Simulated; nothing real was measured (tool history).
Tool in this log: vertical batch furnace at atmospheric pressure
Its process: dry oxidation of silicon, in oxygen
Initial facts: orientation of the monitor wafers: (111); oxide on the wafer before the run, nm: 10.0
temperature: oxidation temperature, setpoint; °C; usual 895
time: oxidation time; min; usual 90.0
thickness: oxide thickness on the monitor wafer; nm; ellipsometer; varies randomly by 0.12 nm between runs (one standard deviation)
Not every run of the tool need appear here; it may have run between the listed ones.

run   hour  temperature   time  wafers since the last listed run  hours since the last temperature calibration  hours since the boat lift was adjusted  hours since the gauge calibration  read-back reference wafer on the same gauge, thickness  thickness
  1    0.0          895   61.5                                 0                                        2933.9                                  3594.3                              187.4                                                   44.35      30.75
  2   33.5          895   90.0                               242                                        2967.4                                  3627.8                              220.9                                                   44.39      38.12
  3   56.3          895   90.0                               165                                        2990.2                                  3650.6                              243.7                                                   44.35      38.50
  4   70.3          895   90.0                               101                                        3004.2                                  3664.6                              257.7                                                   44.35      38.40
  5   94.8          895   90.0                               177                                        3028.7                                  3689.1                              282.2                                                   44.44      38.72
  6  108.7          890   90.0                               100                                        3042.6                                  3703.0                              296.1                                                   44.46      36.95
  7  136.4          890   90.0                               200                                        3070.3                                  3730.7                              323.8                                                   44.44      36.95
  8  174.3          895   90.0                               274                                        3108.2                                  3768.6                              361.7                                                   44.50      38.36
  9  200.9          895   90.0                               192                                        3134.8                                  3795.2                              388.3                                                   44.55      38.60
 10  226.9          895   90.0                               188                                        3160.8                                  3821.2                              414.3                                                   44.53      38.59
 11  249.4          895   90.0                               162                                        3183.3                                  3843.7                              436.8                                                   44.53      38.75
 12  345.8          902   90.0                               698                                        3279.7                                  3940.1                              533.2                                                   44.69      41.24
 13  362.3          895   90.0                               119                                        3296.2                                  3956.6                              549.7                                                   44.64      38.60
 14  388.7          895   90.0                               191                                        3322.6                                  3983.0                              576.1                                                   44.71      38.68
 15  406.4          895   90.0                               128                                        3340.3                                  4000.7                              593.8                                                   44.72      38.65
 16  421.8          895   90.0                               111                                        3355.7                                  4016.1                              609.2                                                   44.72      38.73
 17  442.4          912   90.0                               149                                        3376.3                                  4036.7                              629.8                                                   44.69      44.94
     473.4  -- thermocouples replaced and temperature profile calibrated
 18  512.2          887   57.5                               331                                          38.8                                  4106.5                              699.6                                                   44.80      28.20
 19  540.9          895   47.5                               207                                          67.5                                  4135.2                              728.3                                                   44.82      27.09
     549.8  -- gauge calibrated
 20  558.0          895  107.0                               123                                          84.6                                  4152.3                                8.2                                                   44.16      42.53
 21  571.0          895   90.0                                94                                          97.6                                  4165.3                               21.2                                                   44.19      38.39
 22  597.1          895   90.0                               189                                         123.7                                  4191.4                               47.3                                                   44.24      38.28
 23  628.9          895   90.0                               230                                         155.5                                  4223.2                               79.1                                                   44.23      38.14
 24  641.9          876   51.5                                94                                         168.5                                  4236.2                               92.1                                                   44.25      23.99
 25  675.3          895  128.0                               241                                         201.9                                  4269.6                              125.5                                                   44.28      47.60
 26  692.4          879   52.0                               123                                         219.0                                  4286.7                              142.6                                                   44.29      24.85
 27  711.2          895   90.0                               136                                         237.8                                  4305.5                              161.4                                                   44.35      38.33
     746.2  -- boat lift adjusted
 28  746.7          895  105.0                                83                                         273.3                                     0.5                              196.9                                                   44.34      41.83
 29  761.8          902  108.5                               109                                         288.4                                    15.6                              212.0                                                   44.40      45.76
 30  796.1          895   73.0                               248                                         322.7                                    49.9                              246.3                                                   44.42      34.06
 31  810.0          906  114.5                               100                                         336.6                                    63.8                              260.2                                                   44.42      49.27
 32  832.1          895   90.0                               160                                         358.7                                    85.9                              282.3                                                   44.44      38.16
 33  860.5          895   90.0                               205                                         387.1                                   114.3                              310.7                                                   44.40      38.49
 34  884.8          918   76.5                               176                                         411.4                                   138.6                              335.0                                                   44.46      42.77
 35  903.4          873   51.5                               134                                         430.0                                   157.2                              353.6                                                   44.49      23.57
 36  934.2          872   45.0                               223                                         460.8                                   188.0                              384.4                                                   44.49      21.98
 37  956.1          895   90.0                               158                                         482.7                                   209.9                              406.3                                                   44.54      38.29

Consider 4 possible next runs. They are alternatives, not a sequence: every one starts from the tool as it was left by run 37. What does each give?
  A  962.0          895   53.5                                42                                         488.6                                   215.8                              412.2                                                       ?          ?
  B  962.0          904  118.0                                42                                         488.6                                   215.8                              412.2                                                       ?          ?
  C  962.0          916   54.0                                42                                         488.6                                   215.8                              412.2                                                       ?          ?
  D  962.0          872  111.5                                42                                         488.6                                   215.8                              412.2                                                       ?          ?

run  read-back reference wafer on the same gauge, thickness  thickness
  A                                                   44.58      28.70
  B                                                   44.58      49.43
  C                                                   44.58      34.19
  D                                                   44.58      35.80
Take away the tool's hidden state, keep each run's random variation, and the runs would have read:
run  thickness
  A      28.41
  B      48.93
  C      33.85
  D      35.43
